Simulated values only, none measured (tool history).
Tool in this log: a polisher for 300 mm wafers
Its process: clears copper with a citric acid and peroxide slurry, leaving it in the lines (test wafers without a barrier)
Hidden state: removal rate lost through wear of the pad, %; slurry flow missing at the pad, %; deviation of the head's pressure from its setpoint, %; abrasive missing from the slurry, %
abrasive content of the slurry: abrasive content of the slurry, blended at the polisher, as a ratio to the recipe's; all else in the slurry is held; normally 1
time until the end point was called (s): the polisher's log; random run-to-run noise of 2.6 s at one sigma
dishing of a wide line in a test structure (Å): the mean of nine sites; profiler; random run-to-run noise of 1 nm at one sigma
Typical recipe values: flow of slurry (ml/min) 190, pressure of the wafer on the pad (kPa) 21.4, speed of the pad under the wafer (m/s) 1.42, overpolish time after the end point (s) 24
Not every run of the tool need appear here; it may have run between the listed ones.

run    hour  flow of slurry (ml/min)  pressure of the wafer on the pad (kPa)  speed of the pad under the wafer (m/s)  abrasive content of the slurry  overpolish time after the end point (s)  wafers since the last listed run  wafers polished on this pad  hours since the slurry nozzle was cleaned  hours since the head pressure was calibrated  hours since the slurry blender was calibrated  incoming thickness of the incoming film, nm  time until the end point was called (s)  dishing of a wide line in a test structure (Å)
  1       0                      190                                    21.4                                    1.42                               1                                       24                                 0                         2016                                      314.3                                          68.4                                          603.7                                        515.9                                      194                                             465
       51.5  -- slurry blender recalibrated
  2   102.6                      190                                    21.4                                    1.42                               1                                       24                               377                         2394                                      416.9                                           171                                           51.1                                          508                                    188.7                                             471
  3   187.1                      190                                    21.4                                    1.42                               1                                       24                               317                         2711                                      501.4                                         255.5                                          135.6                                        521.8                                    195.3                                             470
  4   247.8                      190                                    16.5                                    1.42                               1                                       24                               227                         2939                                      562.1                                         316.2                                          196.3                                        508.6                                    242.4                                             374
      289.4  -- worn pad replaced by a new one
  5   348.7                      245                                    21.4                                    1.42                               1                                       24                               363                          222                                        663                                         417.1                                          297.2                                        508.1                                    174.7                                             493
  6   455.8                      190                                    21.4                                    1.42                               1                                       24                               402                          624                                      770.1                                         524.2                                          404.3                                        506.4                                      181                                             460
      507.3  -- slurry nozzle cleaned
  7   530.2                      190                                    21.4                                    1.42                               1                                       24                               275                          900                                       22.9                                         598.6                                          478.7                                        515.1                                    185.5                                             483
  8   574.2                      190                                    21.4                                    1.42                               1                                       24                               165                         1065                                       66.9                                         642.6                                          522.7                                        516.1                                      188                                             477
  9   623.3                      190                                    21.4                                    1.42                               1                                       24                               184                         1250                                        116                                         691.7                                          571.8                                          517                                    189.1                                             475
 10   685.3                      190                                    21.4                                    1.42                               1                                       24                               232                         1483                                        178                                         753.7                                          633.8                                        511.1                                    189.7                                             451
      691.5  -- slurry blender recalibrated
 11   742.5                      190                                    15.2                                    1.04                             1.2                                       20                               207                         1690                                      235.2                                         810.9                                             51                                        516.4                                    339.1                                             244
 12   812.3                      190                                    21.4                                    0.94                               1                                       24                               262                         1952                                        305                                         880.7                                          120.8                                        510.7                                    278.3                                             343
 13   908.9                      250                                    28.3                                    1.58                             1.2                                       24                               362                         2315                                      401.6                                         977.3                                          217.4                                        512.6                                    124.7                                             665
 14   946.8                      190                                    21.4                                    1.42                               1                                       24                               142                         2457                                      439.5                                        1015.2                                          255.3                                          523                                    197.3                                             462
     1027.6  -- worn pad replaced by a new one, of another model than before
 15  1047.9                      190                                    21.4                                    1.42                               1                                       24                               364                           76                                      540.6                                        1116.3                                          356.4                                        510.1                                    177.4                                             499
 16  1102.2                      190                                    21.4                                    1.42                               1                                       24                               203                          280                                      594.9                                        1170.6                                          410.7                                        516.8                                    181.8                                             472
       1163  -- head pressure recalibrated
     1179.6  -- slurry nozzle cleaned
 17  1205.8                      245                                    26.2                                    1.16                               1                                       11                               377                          657                                       26.2                                          42.8                                          514.3                                        507.6                                    179.4                                             249
 18    1258                      130                                    21.4                                    1.42                               1                                       24                               196                          854                                       78.4                                            95                                          566.5                                        516.4                                      194                                             460
 19  1359.2                      190                                    24.8                                    1.64                               1                                       24                               380                         1234                                      179.6                                         196.2                                          667.7                                          519                                    158.6                                             549
 20  1457.1                      190                                    21.4                                    1.42                               1                                       24                               367                         1601                                      277.5                                         294.1                                          765.6                                        521.7                                    200.8                                             453
     1461.3  -- slurry blender recalibrated
 21  1637.3                      190                                    21.4                                     1.9                               1                                       17                               669                         2271                                      457.7                                         474.3                                            176                                        515.9                                    157.9                                             416
 22  1710.1                      190                                    21.4                                    1.42                               1                                       24                               273                         2544                                      530.5                                         547.1                                          248.8                                          516                                    203.5                                             443
 23    1755                      240                                    21.4                                    1.74                               1                                       24                               168                         2713                                      575.4                                           592                                          293.7                                        512.4                                    168.3                                             530
     1820.6  -- worn pad replaced by a new one
     1846.4  -- slurry nozzle cleaned
 24  1861.6                      155                                    21.4                                    1.64                               1                                       24                               381                          150                                       15.2                                         698.6                                          400.3                                        509.3                                    157.6                                             514
 25  1936.1                      250                                    21.4                                    1.42                             1.3                                       24                               279                          430                                       89.7                                         773.1                                          474.8                                        509.6                                    171.4                                             502
 26  2135.5                      250                                    21.4                                    1.42                             1.2                                       34                               748                         1178                                      289.1                                         972.5                                          674.2                                        504.1                                    177.7                                             606
     2148.7  -- slurry blender recalibrated
     2152.8  -- head pressure recalibrated
 27  2192.9                      130                                    17.2                                    0.98                            0.85                                       24                               200                         1379                                      346.5                                          40.1                                           44.2                                        517.5                                    305.3                                             319
 28  2236.9                      190                                    21.4                                     1.8                               1                                       24                               165                         1544                                      390.5                                          84.1                                           88.2                                        513.9                                    159.9                                             527

Had the tool no unlogged condition, and each run kept its random variation, what would the results have been?
run  time until the end point was called (s)  dishing of a wide line in a test structure (Å)
  1                                    174.9                                             501
  2                                    169.3                                             509
  3                                    174.8                                             509
  4                                    216.6                                             407
  5                                    170.6                                             501
  6                                    171.2                                             479
  7                                    172.8                                             508
  8                                    173.9                                             505
  9                                    173.7                                             505
 10                                    173.2                                             482
 11                                      308                                             265
 12                                    251.5                                             372
 13                                    112.2                                             710
 14                                    177.3                                             499
 15                                      173                                             508
 16                                    173.7                                             487
 17                                    166.5                                             265
 18                                      178                                             489
 19                                    143.3                                             588
 20                                    179.5                                             490
 21                                    139.7                                             456
 22                                    179.5                                             486
 23                                    148.3                                             577
 24                                    151.3                                             528
 25                                    160.5                                             525
 26                                    159.8                                             646
 27                                    272.6                                             349
 28                                    142.1                                             571
